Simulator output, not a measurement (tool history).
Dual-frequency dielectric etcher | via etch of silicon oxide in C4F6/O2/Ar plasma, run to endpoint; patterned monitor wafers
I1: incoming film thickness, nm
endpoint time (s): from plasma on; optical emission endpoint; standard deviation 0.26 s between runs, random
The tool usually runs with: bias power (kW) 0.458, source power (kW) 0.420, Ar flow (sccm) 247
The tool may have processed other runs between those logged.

run 1 hour=0.0 | bias_power_(kW)=0.458 source_power_(kW)=0.420 Ar_flow_(sccm)=247 | I1=177.8 | endpoint_time_(s)=37.0
-- hour=62.5 wet clean of the chamber
run 2 hour=79.1 | bias_power_(kW)=0.458 source_power_(kW)=0.420 Ar_flow_(sccm)=247 | I1=177.2 | endpoint_time_(s)=35.5
run 3 hour=124.6 | bias_power_(kW)=0.458 source_power_(kW)=0.420 Ar_flow_(sccm)=247 | I1=176.8 | endpoint_time_(s)=35.3
-- hour=138.2 Ar flow controller replaced
run 4 hour=215.0 | bias_power_(kW)=0.520 source_power_(kW)=0.420 Ar_flow_(sccm)=247 | I1=178.0 | endpoint_time_(s)=34.5
run 5 hour=293.6 | bias_power_(kW)=0.458 source_power_(kW)=0.420 Ar_flow_(sccm)=202 | I1=179.1 | endpoint_time_(s)=35.1
run 6 hour=397.4 | bias_power_(kW)=0.458 source_power_(kW)=0.420 Ar_flow_(sccm)=247 | I1=176.4 | endpoint_time_(s)=36.2
run 7 hour=501.8 | bias_power_(kW)=0.362 source_power_(kW)=0.420 Ar_flow_(sccm)=247 | I1=180.7 | endpoint_time_(s)=40.2
-- hour=619.5 upper electrode replaced
run 8 hour=823.7 | bias_power_(kW)=0.458 source_power_(kW)=0.420 Ar_flow_(sccm)=247 | I1=178.1 | endpoint_time_(s)=37.6
-- hour=850.0 wet clean of the chamber
run 9 hour=861.2 | bias_power_(kW)=0.356 source_power_(kW)=0.460 Ar_flow_(sccm)=223 | I1=179.1 | endpoint_time_(s)=36.6
run 10 hour=918.8 | bias_power_(kW)=0.458 source_power_(kW)=0.420 Ar_flow_(sccm)=214 | I1=177.2 | endpoint_time_(s)=34.6
run 11 hour=974.6 | bias_power_(kW)=0.458 source_power_(kW)=0.420 Ar_flow_(sccm)=247 | I1=175.3 | endpoint_time_(s)=35.5
run 12 hour=1034.5 | bias_power_(kW)=0.458 source_power_(kW)=0.420 Ar_flow_(sccm)=247 | I1=177.4 | endpoint_time_(s)=35.6
-- hour=1109.3 source power generator calibrated
run 13 hour=1172.9 | bias_power_(kW)=0.559 source_power_(kW)=0.450 Ar_flow_(sccm)=219 | I1=176.3 | endpoint_time_(s)=32.0
run 14 hour=1221.5 | bias_power_(kW)=0.367 source_power_(kW)=0.480 Ar_flow_(sccm)=185 | I1=178.9 | endpoint_time_(s)=35.6
run 15 hour=1319.6 | bias_power_(kW)=0.458 source_power_(kW)=0.420 Ar_flow_(sccm)=214 | I1=177.4 | endpoint_time_(s)=35.4
run 16 hour=1378.3 | bias_power_(kW)=0.458 source_power_(kW)=0.420 Ar_flow_(sccm)=218 | I1=177.5 | endpoint_time_(s)=35.5
run 17 hour=1440.6 | bias_power_(kW)=0.458 source_power_(kW)=0.490 Ar_flow_(sccm)=247 | I1=178.7 | endpoint_time_(s)=34.8
run 18 hour=1519.8 | bias_power_(kW)=0.458 source_power_(kW)=0.420 Ar_flow_(sccm)=309 | I1=178.3 | endpoint_time_(s)=38.0
run 19 hour=1598.9 | bias_power_(kW)=0.458 source_power_(kW)=0.330 Ar_flow_(sccm)=263 | I1=176.8 | endpoint_time_(s)=40.3
-- hour=1617.2 bias power generator calibrated
-- hour=1763.2 wet clean of the chamber
run 20 hour=1899.8 | bias_power_(kW)=0.554 source_power_(kW)=0.420 Ar_flow_(sccm)=247 | I1=178.0 | endpoint_time_(s)=33.7
run 21 hour=1998.3 | bias_power_(kW)=0.458 source_power_(kW)=0.420 Ar_flow_(sccm)=305 | I1=179.2 | endpoint_time_(s)=38.3
run 22 hour=2039.0 | bias_power_(kW)=0.458 source_power_(kW)=0.380 Ar_flow_(sccm)=305 | I1=176.7 | endpoint_time_(s)=38.7
run 23 hour=2083.7 | bias_power_(kW)=0.458 source_power_(kW)=0.500 Ar_flow_(sccm)=220 | I1=175.8 | endpoint_time_(s)=33.4
run 24 hour=2401.6 | bias_power_(kW)=0.458 source_power_(kW)=0.460 Ar_flow_(sccm)=188 | I1=177.7 | endpoint_time_(s)=35.1
run 25 hour=2499.3 | bias_power_(kW)=0.458 source_power_(kW)=0.460 Ar_flow_(sccm)=211 | I1=177.2 | endpoint_time_(s)=35.4
run 26 hour=2543.5 | bias_power_(kW)=0.368 source_power_(kW)=0.420 Ar_flow_(sccm)=247 | I1=178.1 | endpoint_time_(s)=40.7
run 27 hour=2637.8 | bias_power_(kW)=0.548 source_power_(kW)=0.340 Ar_flow_(sccm)=247 | I1=179.3 | endpoint_time_(s)=38.9
-- hour=2701.3 wet clean of the chamber
run 28 hour=2738.4 | bias_power_(kW)=0.491 source_power_(kW)=0.460 Ar_flow_(sccm)=210 | I1=178.5 | endpoint_time_(s)=33.1
run 29 hour=2815.1 | bias_power_(kW)=0.524 source_power_(kW)=0.390 Ar_flow_(sccm)=247 | I1=177.7 | endpoint_time_(s)=35.4

Alternative continuations, all from the tool just after run 29; predict every row:
run A hour=2815.5 | bias_power_(kW)=0.458 source_power_(kW)=0.420 Ar_flow_(sccm)=247 | I1=177.7 | endpoint_time_(s)=?
run B hour=2815.5 | bias_power_(kW)=0.413 source_power_(kW)=0.510 Ar_flow_(sccm)=292 | I1=177.7 | endpoint_time_(s)=?
run C hour=2815.5 | bias_power_(kW)=0.401 source_power_(kW)=0.420 Ar_flow_(sccm)=247 | I1=177.7 | endpoint_time_(s)=?
run D hour=2815.5 | bias_power_(kW)=0.458 source_power_(kW)=0.450 Ar_flow_(sccm)=271 | I1=177.7 | endpoint_time_(s)=?

run=A endpoint_time_(s)=36.0
run=B endpoint_time_(s)=35.4
run=C endpoint_time_(s)=37.5
run=D endpoint_time_(s)=35.5
Without the tool's unlogged condition, the same runs would have read:
run=A endpoint_time_(s)=35.6
run=B endpoint_time_(s)=35.0
run=C endpoint_time_(s)=37.1
run=D endpoint_time_(s)=35.1
